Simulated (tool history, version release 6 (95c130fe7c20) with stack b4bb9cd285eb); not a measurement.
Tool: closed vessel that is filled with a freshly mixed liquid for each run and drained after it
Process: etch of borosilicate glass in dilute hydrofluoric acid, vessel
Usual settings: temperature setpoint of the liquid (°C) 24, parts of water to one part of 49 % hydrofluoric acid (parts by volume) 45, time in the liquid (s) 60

run,day,temperature setpoint of the liquid (°C),parts of water to one part of 49 % hydrofluoric acid (parts by volume),time in the liquid (s),wafers since the last listed run,hours since the thermometer was replaced,hours since the hydrofluoric acid flow meter was replaced,hours since the gauge calibration,"read-back film thickness of the borosilicate glass reference wafer, read on the same gauge (nm)",thickness taken off the borosilicate glass on a monitor wafer (Å)
1,0,24,45,60,0,1574.1,1063.7,79.1,89.99,761.4
2,0.288,21,60,60,492,1581,1070.6,86,89.95,492.3
3,0.554,24,45,60,456,1587.4,1077,92.4,89.99,760.1
4,1.046,24,45,60,842,1599.2,1088.8,104.2,90.03,755.4
5,1.592,24,45,60,934,1612.3,1101.9,117.3,90,759.1
# day 1.992: gauge calibrated
6,2.083,22.5,45,60,842,1624.1,1113.7,2.2,89.98,708.5
# day 2.329: hydrofluoric acid flow meter replaced
7,2.371,24,45,35,421,1631,1,9.1,89.97,395.3
# day 2.538: thermometer replaced
8,2.892,24,45,60,820,8.5,13.5,21.6,89.98,679.8
9,3.392,26,50,60,856,20.5,25.5,33.6,90.06,659.7
10,3.842,24,30,60,770,31.3,36.3,44.4,90,1042.6
11,4.471,28.5,40,75,1077,46.4,51.4,59.5,90.01,1156.1

The next listed run, before its measurement:
12,4.767,24,60,50,506,53.5,58.5,66.6,?,?

{"run 12": {"read-back film thickness of the borosilicate glass reference wafer, read on the same gauge (nm)": 90.03, "thickness taken off the borosilicate glass on a monitor wafer (Å)": 419.5}}
Without the tool's hidden state the same run would have given thickness taken off the borosilicate glass on a monitor wafer (Å) 416.1.
